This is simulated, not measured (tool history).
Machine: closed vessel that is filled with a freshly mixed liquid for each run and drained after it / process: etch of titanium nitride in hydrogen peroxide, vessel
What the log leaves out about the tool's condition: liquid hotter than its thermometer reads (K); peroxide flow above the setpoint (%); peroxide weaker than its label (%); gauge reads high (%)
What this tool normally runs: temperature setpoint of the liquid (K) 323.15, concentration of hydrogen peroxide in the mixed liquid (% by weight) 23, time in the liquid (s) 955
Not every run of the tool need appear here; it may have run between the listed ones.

run	hour	temperature setpoint of the liquid (K)	concentration of hydrogen peroxide in the mixed liquid (% by weight)	time in the liquid (s)	wafers since the last listed run	hours since the thermometer was replaced	hours since the peroxide flow meter was replaced	hours since the drum of peroxide was connected	hours since the gauge calibration	read-back film thickness of the titanium nitride reference wafer, read on the same gauge (nm)	thickness taken off the titanium nitride on a monitor wafer (nm)
1	0	328.15	23	955	0	82.4	2454.6	473.3	151.8	120.02	59.76
2	8.1	328.15	23	955	630	90.5	2462.7	481.4	159.9	120.01	59.4
3	18.7	328.15	23	955	825	101.1	2473.3	492	170.5	119.98	59.52
4	29.4	323.15	23	955	833	111.8	2484	502.7	181.2	120.01	41.24
# hour 37.9: peroxide flow meter replaced
5	42.9	326.15	23	955	973	125.3	5	516.2	194.7	120.01	52.33
6	56.6	323.15	23	955	1066	139	18.7	529.9	208.4	120.01	41.86
7	63.7	318.15	23	625	552	146.1	25.8	537	215.5	120.01	18.93
8	71.3	314.15	19.5	955	591	153.7	33.4	544.6	223.1	120.02	20.8
9	85.9	323.15	19.5	955	1137	168.3	48	559.2	237.7	119.98	40.36
10	101.4	323.15	23	1175	1207	183.8	63.5	574.7	253.2	120.02	51.77
11	111.6	323.15	23	955	794	194	73.7	584.9	263.4	120.01	41.64
# hour 114.8: gauge calibrated
12	121.4	323.15	29.5	955	763	203.8	83.5	594.7	6.6	119.99	44.66
13	128.7	323.15	17.5	765	568	211.1	90.8	602	13.9	120	32.07
14	141.3	323.15	23	955	981	223.7	103.4	614.6	26.5	120.02	42.28
15	149.8	323.15	23	955	662	232.2	111.9	623.1	35	120	42.11
# hour 159.2: new drum of peroxide connected
16	164.8	327.15	23	1100	1090	247.2	126.9	5.6	50	120.03	64.59
17	176.3	327.65	23	390	895	258.7	138.4	17.1	61.5	119.97	23.6
18	188.8	323.15	23	955	973	271.2	150.9	29.6	74	120.03	42.43
19	197.8	323.15	23	955	700	280.2	159.9	38.6	83	119.99	42.61
20	206.1	323.15	23	955	646	288.5	168.2	46.9	91.3	119.97	42.28
21	220.3	318.15	23	395	1105	302.7	182.4	61.1	105.5	120.02	12.2
22	228.5	323.15	23	955	638	310.9	190.6	69.3	113.7	120	42.23
23	235.2	327.65	23	535	521	317.6	197.3	76	120.4	120	32.76
24	241.5	323.15	23	955	490	323.9	203.6	82.3	126.7	119.99	42.63
25	248.3	323.15	30	955	529	330.7	210.4	89.1	133.5	119.98	45.4
26	254.4	323.15	23	955	475	336.8	216.5	95.2	139.6	120.03	42
27	269.4	320.65	29.5	955	1168	351.8	231.5	110.2	154.6	120.04	37.48
28	283	323.15	27.5	410	1059	365.4	245.1	123.8	168.2	119.98	18.95

Pick out some run-to-run changes in thickness taken off the titanium nitride on a monitor wafer (nm). Of each, how much would a tool without hidden state show as well, from the settings, what came in and chance, and how much is left for the hidden state and any gauge scatter not in both results compared?
Run 16 -> 17: temperature setpoint of the liquid (K) 327.15 -> 327.65, time in the liquid (s) 1100 -> 390. thickness taken off the titanium nitride on a monitor wafer (nm) -40.99: hidden state -1.56, all else -39.43.
Run 20 -> 21: temperature setpoint of the liquid (K) 323.15 -> 318.15, time in the liquid (s) 955 -> 395. thickness taken off the titanium nitride on a monitor wafer (nm) -30.08: hidden state -1.24, all else -28.84.
Run 21 -> 22: temperature setpoint of the liquid (K) 318.15 -> 323.15, time in the liquid (s) 395 -> 955. thickness taken off the titanium nitride on a monitor wafer (nm) +30.03: hidden state +1.33, all else +28.7.

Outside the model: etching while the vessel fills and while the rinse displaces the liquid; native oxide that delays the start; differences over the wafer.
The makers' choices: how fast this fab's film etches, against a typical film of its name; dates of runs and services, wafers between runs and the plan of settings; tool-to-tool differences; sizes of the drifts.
